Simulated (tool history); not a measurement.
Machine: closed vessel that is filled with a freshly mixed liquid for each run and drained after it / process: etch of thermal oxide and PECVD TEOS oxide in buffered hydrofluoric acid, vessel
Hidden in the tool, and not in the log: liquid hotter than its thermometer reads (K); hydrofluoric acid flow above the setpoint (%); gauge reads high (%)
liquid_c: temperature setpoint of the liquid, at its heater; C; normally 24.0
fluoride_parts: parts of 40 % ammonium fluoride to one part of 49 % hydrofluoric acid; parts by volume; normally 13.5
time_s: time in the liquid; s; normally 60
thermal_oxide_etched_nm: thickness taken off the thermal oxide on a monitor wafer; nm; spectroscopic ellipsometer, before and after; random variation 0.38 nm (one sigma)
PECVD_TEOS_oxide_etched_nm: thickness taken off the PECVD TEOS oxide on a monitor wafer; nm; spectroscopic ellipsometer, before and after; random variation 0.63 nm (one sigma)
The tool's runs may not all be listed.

run	hour	liquid_c	fluoride_parts	time_s	wafers since the last listed run	hours since the thermometer was replaced	hours since the hydrofluoric acid flow meter was replaced	hours since the gauge calibration	read-back film thickness of the thermal oxide reference wafer, read on the same gauge (nm)	read-back film thickness of the PECVD TEOS oxide reference wafer, read on the same gauge (nm)	thermal_oxide_etched_nm	PECVD_TEOS_oxide_etched_nm
1	0.0	24.0	13.5	50	0	928.4	915.7	101.3	80.05	80.01	42.87	81.53
2	35.3	24.0	13.5	50	4927	963.7	951.0	136.6	80.01	80.00	43.14	80.45
3	47.9	24.0	17.0	85	1758	976.3	963.6	149.2	80.02	80.01	58.40	109.39
4	78.6	24.0	13.5	60	4285	1007.0	994.3	179.9	79.99	79.96	51.52	99.35
5	93.6	24.0	13.5	60	2094	1022.0	1009.3	194.9	80.03	80.00	52.24	99.46
6	123.3	24.0	13.5	60	4146	1051.7	1039.0	224.6	79.99	80.02	52.14	100.10
7	136.8	24.0	13.5	60	1884	1065.2	1052.5	238.1	79.96	79.98	51.42	98.70
8	158.6	24.0	13.5	60	3043	1087.0	1074.3	259.9	80.03	80.02	52.03	99.59
# hour 171.6: gauge calibrated
9	174.5	24.0	13.5	70	2219	1102.9	1090.2	2.9	79.94	80.02	60.04	114.53
10	192.3	24.0	13.5	70	2484	1120.7	1108.0	20.7	79.93	80.03	61.16	116.76
11	223.8	24.0	9.0	60	4397	1152.2	1139.5	52.2	80.01	80.00	75.99	144.10
12	251.7	24.0	13.5	60	3894	1180.1	1167.4	80.1	80.00	79.98	52.07	100.03
13	272.2	24.0	13.5	60	2861	1200.6	1187.9	100.6	80.01	80.04	51.99	101.29
14	288.2	20.5	16.0	60	2233	1216.6	1203.9	116.6	80.04	80.01	36.44	69.00
15	318.5	20.0	16.0	60	4229	1246.9	1234.2	146.9	80.00	79.98	35.66	68.41
# hour 328.8: hydrofluoric acid flow meter replaced
16	337.6	24.0	18.0	30	2526	1266.0	8.8	166.0	80.00	79.98	17.66	33.21
17	362.8	24.0	13.5	60	3517	1291.2	34.0	191.2	79.99	79.98	46.60	89.89
# hour 368.7: thermometer replaced
18	388.0	27.5	9.0	60	3378	19.3	59.2	216.4	80.01	80.00	81.39	154.23
# hour 470.8: gauge calibrated
19	488.5	24.0	13.5	60	14030	119.8	159.7	17.7	80.00	79.99	47.18	90.40
20	514.0	27.0	12.0	60	3559	145.3	185.2	43.2	80.01	79.98	62.07	121.53

Here are 4 independent what-if runs from the current tool condition. What would each one return?
A	514.7	24.0	13.5	60	97	146.0	185.9	43.9	?	?	?	?
B	514.7	27.5	13.5	40	97	146.0	185.9	43.9	?	?	?	?
C	514.7	20.5	13.5	70	97	146.0	185.9	43.9	?	?	?	?
D	514.7	22.5	9.0	40	97	146.0	185.9	43.9	?	?	?	?

run	read-back film thickness of the thermal oxide reference wafer, read on the same gauge (nm)	read-back film thickness of the PECVD TEOS oxide reference wafer, read on the same gauge (nm)	thermal_oxide_etched_nm	PECVD_TEOS_oxide_etched_nm
A	80.03	79.95	47.54	91.10
B	80.03	79.95	38.28	73.36
C	80.03	79.95	45.72	87.60
D	80.03	79.95	41.92	80.33
Without the tool's unlogged condition, the same runs would have read:
run	thermal_oxide_etched_nm	PECVD_TEOS_oxide_etched_nm
A	46.42	88.95
B	37.38	71.63
C	44.64	85.53
D	40.83	78.23
